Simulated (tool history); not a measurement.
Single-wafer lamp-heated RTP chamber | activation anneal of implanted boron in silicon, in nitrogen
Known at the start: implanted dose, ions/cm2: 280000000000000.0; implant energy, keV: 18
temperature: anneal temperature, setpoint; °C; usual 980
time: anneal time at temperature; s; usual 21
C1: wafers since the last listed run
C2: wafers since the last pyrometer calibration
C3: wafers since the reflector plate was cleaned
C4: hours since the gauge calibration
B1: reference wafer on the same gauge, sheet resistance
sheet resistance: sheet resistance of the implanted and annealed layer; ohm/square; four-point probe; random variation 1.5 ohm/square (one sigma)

{"run": 1, "hour": 0.0, "temperature": 980, "time": 28, "C1": 0, "C2": 3338, "C3": 2880, "C4": 607.2, "B1": 299.36, "sheet resistance": 364.15}
{"run": 2, "hour": 35.3, "temperature": 995, "time": 21, "C1": 381, "C2": 3720, "C3": 3262, "C4": 642.5, "B1": 299.29, "sheet resistance": 358.11}
{"run": 3, "hour": 69.0, "temperature": 980, "time": 21, "C1": 364, "C2": 4084, "C3": 3626, "C4": 676.2, "B1": 299, "sheet resistance": 365.12}
{"run": 4, "hour": 94.0, "temperature": 980, "time": 21, "C1": 270, "C2": 4354, "C3": 3896, "C4": 701.2, "B1": 298.99, "sheet resistance": 364.8}
{"run": 5, "hour": 128.3, "temperature": 980, "time": 21, "C1": 370, "C2": 4725, "C3": 4267, "C4": 735.5, "B1": 298.87, "sheet resistance": 367.62}
{"run": 6, "hour": 144.6, "temperature": 980, "time": 15, "C1": 176, "C2": 4901, "C3": 4443, "C4": 751.8, "B1": 298.78, "sheet resistance": 367.58}
{"run": 7, "hour": 196.6, "temperature": 980, "time": 15, "C1": 561, "C2": 5463, "C3": 5005, "C4": 803.8, "B1": 298.7, "sheet resistance": 368.85}
{"run": 8, "hour": 227.5, "temperature": 991, "time": 28, "C1": 333, "C2": 5797, "C3": 5339, "C4": 834.7, "B1": 298.82, "sheet resistance": 358.33}
{"run": 9, "hour": 249.0, "temperature": 980, "time": 21, "C1": 232, "C2": 6029, "C3": 5571, "C4": 856.2, "B1": 299.07, "sheet resistance": 362.71}
{"run": 10, "hour": 262.6, "temperature": 968, "time": 21, "C1": 146, "C2": 6176, "C3": 5718, "C4": 869.8, "B1": 298.49, "sheet resistance": 376.19}
{"run": 11, "hour": 279.8, "temperature": 968, "time": 21, "C1": 185, "C2": 6362, "C3": 5904, "C4": 887, "B1": 299.01, "sheet resistance": 379.04}
{"run": 12, "hour": 308.6, "temperature": 1002, "time": 21, "C1": 311, "C2": 6673, "C3": 6215, "C4": 915.8, "B1": 299.05, "sheet resistance": 354.42}
{"run": 13, "hour": 334.5, "temperature": 980, "time": 21, "C1": 279, "C2": 6953, "C3": 6495, "C4": 941.7, "B1": 299.18, "sheet resistance": 362.6}
{"run": 14, "hour": 347.6, "temperature": 980, "time": 21, "C1": 141, "C2": 7095, "C3": 6637, "C4": 954.8, "B1": 299.08, "sheet resistance": 363.7}
{"run": 15, "hour": 383.6, "temperature": 980, "time": 21, "C1": 389, "C2": 7484, "C3": 7026, "C4": 990.8, "B1": 298.96, "sheet resistance": 361.95}
{"hour": 436.5, "done": "reflector plate cleaned"}
{"hour": 444.2, "done": "pyrometer window cleaned and pyrometer calibrated"}
{"run": 16, "hour": 464.4, "temperature": 988, "time": 21, "C1": 702, "C2": 217, "C3": 217, "C4": 1071.6, "B1": 299.37, "sheet resistance": 360.21}
{"run": 17, "hour": 481.4, "temperature": 980, "time": 21, "C1": 183, "C2": 401, "C3": 401, "C4": 1088.6, "B1": 298.76, "sheet resistance": 370.29}
{"run": 18, "hour": 497.4, "temperature": 962, "time": 10, "C1": 172, "C2": 574, "C3": 574, "C4": 1104.6, "B1": 299.09, "sheet resistance": 408.27}
{"run": 19, "hour": 531.6, "temperature": 1004, "time": 21, "C1": 369, "C2": 944, "C3": 944, "C4": 1138.8, "B1": 298.47, "sheet resistance": 353.33}
{"run": 20, "hour": 550.4, "temperature": 980, "time": 21, "C1": 203, "C2": 1147, "C3": 1147, "C4": 1157.6, "B1": 299.33, "sheet resistance": 367.85}
{"run": 21, "hour": 572.0, "temperature": 980, "time": 21, "C1": 233, "C2": 1380, "C3": 1380, "C4": 1179.2, "B1": 298.85, "sheet resistance": 367.17}
{"hour": 575.0, "done": "gauge calibrated"}
{"run": 22, "hour": 602.8, "temperature": 988, "time": 33, "C1": 332, "C2": 1713, "C3": 1713, "C4": 27.8, "B1": 298.89, "sheet resistance": 360.61}

Run 23 comes next. What will it give?
{"run": 23, "hour": 630.8, "temperature": 980, "time": 14, "C1": 302, "C2": 2016, "C3": 2016, "C4": 55.8, "B1": "?", "sheet resistance": "?"}

{"run 23": {"B1": 299.42, "sheet resistance": 373.77}}
Without the tool's hidden state the same run would have given sheet resistance 375.24 ohm/square.
